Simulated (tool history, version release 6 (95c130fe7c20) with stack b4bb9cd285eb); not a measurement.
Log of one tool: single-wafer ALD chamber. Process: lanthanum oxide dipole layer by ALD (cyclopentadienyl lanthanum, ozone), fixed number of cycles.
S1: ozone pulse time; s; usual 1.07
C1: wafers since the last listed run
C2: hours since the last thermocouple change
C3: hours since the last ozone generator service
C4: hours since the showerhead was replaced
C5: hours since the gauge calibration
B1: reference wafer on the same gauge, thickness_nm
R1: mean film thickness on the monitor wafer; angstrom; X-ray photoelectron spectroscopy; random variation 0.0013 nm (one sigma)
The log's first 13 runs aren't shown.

run	hour	S1	C1	C2	C3	C4	C5	B1	R1
14	1079.1	1.32	988	370.2	296.7	2050.9	1205.8	0.502	5
15	1183.7	1.07	1681	474.8	401.3	2155.5	1310.4	0.502	4.66
16	1261.1	1.07	1244	552.2	478.7	2232.9	1387.8	0.503	4.7
17	1302	1.47	657	593.1	519.6	2273.8	1428.7	0.503	5.1
18	1338.7	1.45	590	629.8	556.3	2310.5	1465.4	0.503	5.11
19	1401.5	0.93	1009	692.6	619.1	2373.3	1528.2	0.503	4.39
20	1449.6	1.26	773	740.7	667.2	2421.4	1576.3	0.503	4.94
21	1527.2	1.39	1247	818.3	744.8	2499	1653.9	0.503	5.06
22	1614	0.73	1395	905.1	831.6	2585.8	1740.7	0.503	3.7
23	1665.8	1.07	832	956.9	883.4	2637.6	1792.5	0.503	4.69
24	1733.1	0.74	1081	1024.2	950.7	2704.9	1859.8	0.503	3.74
# hour 1759.3: showerhead replaced
25	1815.2	1.07	1191	1106.3	1032.8	55.9	1941.9	0.503	4.66
# hour 1843.2: gauge calibrated
26	1865.1	0.65	802	1156.2	1082.7	105.8	21.9	0.503	3.31
27	1909.4	1.49	712	1200.5	1127	150.1	66.2	0.502	5.13
28	2016.7	1.25	1725	1307.8	1234.3	257.4	173.5	0.503	4.92
29	2121	1.07	1676	1412.1	1338.6	361.7	277.8	0.503	4.66
# hour 2148.6: ozone generator serviced
30	2189.3	1.41	969	1480.4	40.7	430	346.1	0.503	5.11
31	2284.8	1.07	1535	1575.9	136.2	525.5	441.6	0.503	4.7
# hour 2352.6: thermocouple changed; heater temperature recalibrated
32	2390.9	1.07	1577	38.3	242.3	631.6	547.7	0.502	4.69

Forecast run 33:
33	2480.4	0.78	1438	127.8	331.8	721.1	637.2	?	?

B1: 0.503
R1: 3.92 angstrom
Without the tool's hidden state the same run would have given R1 3.97 angstrom.
